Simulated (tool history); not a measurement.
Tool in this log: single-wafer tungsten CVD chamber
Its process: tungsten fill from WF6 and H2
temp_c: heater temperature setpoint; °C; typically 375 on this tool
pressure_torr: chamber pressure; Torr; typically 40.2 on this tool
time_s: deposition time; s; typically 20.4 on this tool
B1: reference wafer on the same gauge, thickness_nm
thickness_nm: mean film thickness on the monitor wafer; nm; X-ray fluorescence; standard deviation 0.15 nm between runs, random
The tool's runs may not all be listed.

{"run": 1, "hour": 0.0, "temp_c": 375, "pressure_torr": 40.2, "time_s": 20.4, "B1": 35.305, "thickness_nm": 43.892}
{"run": 2, "hour": 172.5, "temp_c": 375, "pressure_torr": 40.2, "time_s": 20.4, "B1": 35.29, "thickness_nm": 44.315}
{"run": 3, "hour": 221.4, "temp_c": 375, "pressure_torr": 40.2, "time_s": 20.4, "B1": 35.269, "thickness_nm": 44.514}
{"run": 4, "hour": 267.7, "temp_c": 366, "pressure_torr": 40.2, "time_s": 20.4, "B1": 35.306, "thickness_nm": 36.677}
{"run": 5, "hour": 331.8, "temp_c": 366, "pressure_torr": 40.2, "time_s": 20.4, "B1": 35.301, "thickness_nm": 36.659}
{"run": 6, "hour": 394.0, "temp_c": 366, "pressure_torr": 40.2, "time_s": 20.4, "B1": 35.315, "thickness_nm": 36.689}
{"run": 7, "hour": 437.7, "temp_c": 367, "pressure_torr": 40.2, "time_s": 20.4, "B1": 35.302, "thickness_nm": 37.432}
{"run": 8, "hour": 462.5, "temp_c": 367, "pressure_torr": 40.2, "time_s": 20.4, "B1": 35.293, "thickness_nm": 37.613}
{"hour": 478.2, "done": "gauge calibrated"}
{"run": 9, "hour": 506.3, "temp_c": 375, "pressure_torr": 40.2, "time_s": 20.4, "B1": 35.29, "thickness_nm": 44.883}
{"run": 10, "hour": 625.1, "temp_c": 375, "pressure_torr": 40.2, "time_s": 20.4, "B1": 35.307, "thickness_nm": 45.264}
{"run": 11, "hour": 672.0, "temp_c": 375, "pressure_torr": 40.2, "time_s": 20.4, "B1": 35.28, "thickness_nm": 45.419}
{"run": 12, "hour": 704.4, "temp_c": 386, "pressure_torr": 40.2, "time_s": 20.4, "B1": 35.287, "thickness_nm": 57.136}
{"run": 13, "hour": 768.5, "temp_c": 375, "pressure_torr": 40.2, "time_s": 20.4, "B1": 35.277, "thickness_nm": 45.532}
{"run": 14, "hour": 824.7, "temp_c": 375, "pressure_torr": 40.2, "time_s": 20.4, "B1": 35.325, "thickness_nm": 45.911}
{"run": 15, "hour": 872.2, "temp_c": 386, "pressure_torr": 36.1, "time_s": 16.7, "B1": 35.307, "thickness_nm": 43.934}
{"hour": 896.1, "done": "showerhead replaced"}
{"run": 16, "hour": 896.6, "temp_c": 390, "pressure_torr": 48.8, "time_s": 20.4, "B1": 35.29, "thickness_nm": 69.48}
{"hour": 957.9, "done": "capacitance manometer re-zeroed and calibrated"}
{"run": 17, "hour": 965.5, "temp_c": 369, "pressure_torr": 40.2, "time_s": 18.1, "B1": 35.303, "thickness_nm": 34.892}
{"run": 18, "hour": 1016.9, "temp_c": 375, "pressure_torr": 40.2, "time_s": 21.8, "B1": 35.307, "thickness_nm": 47.698}
{"run": 19, "hour": 1085.9, "temp_c": 385, "pressure_torr": 34.4, "time_s": 22.3, "B1": 35.307, "thickness_nm": 54.825}
{"run": 20, "hour": 1111.6, "temp_c": 375, "pressure_torr": 40.2, "time_s": 22.4, "B1": 35.301, "thickness_nm": 49.314}
{"run": 21, "hour": 1155.1, "temp_c": 362, "pressure_torr": 46.6, "time_s": 16.6, "B1": 35.3, "thickness_nm": 30.066}
{"hour": 1181.0, "done": "thermocouple changed; heater temperature recalibrated"}
{"run": 22, "hour": 1185.2, "temp_c": 386, "pressure_torr": 40.2, "time_s": 20.4, "B1": 35.325, "thickness_nm": 52.799}
{"run": 23, "hour": 1332.3, "temp_c": 375, "pressure_torr": 40.2, "time_s": 18.0, "B1": 35.303, "thickness_nm": 36.641}
{"run": 24, "hour": 1381.5, "temp_c": 375, "pressure_torr": 40.2, "time_s": 20.4, "B1": 35.314, "thickness_nm": 42.049}
{"run": 25, "hour": 1432.9, "temp_c": 375, "pressure_torr": 40.2, "time_s": 20.4, "B1": 35.302, "thickness_nm": 42.259}
{"run": 26, "hour": 1490.6, "temp_c": 375, "pressure_torr": 46.8, "time_s": 20.4, "B1": 35.301, "thickness_nm": 45.858}
{"run": 27, "hour": 1526.2, "temp_c": 387, "pressure_torr": 44.3, "time_s": 18.0, "B1": 35.291, "thickness_nm": 50.929}
{"run": 28, "hour": 1570.3, "temp_c": 384, "pressure_torr": 40.2, "time_s": 20.4, "B1": 35.31, "thickness_nm": 51.222}

For some of the steps in thickness_nm from one run to the next: how much would appear even if the tool had no hidden state, given the settings, what came in and random variation, and how much remains for the hidden state plus any gauge scatter that the measured result and the result without hidden state don't share?
The tool's hidden condition here consists of: wafer temperature above the value expected at the setpoint (K); true pressure above the setpoint (%); gauge reads high (%).
Run 15 -> 16: temp_c 386 -> 390, pressure_torr 36.1 -> 48.8, time_s 16.7 -> 20.4, showerhead replaced. thickness_nm +25.546 nm: hidden state +1.634, all else +23.912.
Run 16 -> 17: temp_c 390 -> 369, pressure_torr 48.8 -> 40.2, time_s 20.4 -> 18.1, capacitance manometer re-zeroed and calibrated. thickness_nm -34.588 nm: hidden state -2.846, all else -31.742.
Run 21 -> 22: temp_c 362 -> 386, pressure_torr 46.6 -> 40.2, time_s 16.6 -> 20.4, thermocouple changed; heater temperature recalibrated. thickness_nm +22.733 nm: hidden state -2.774, all else +25.507.
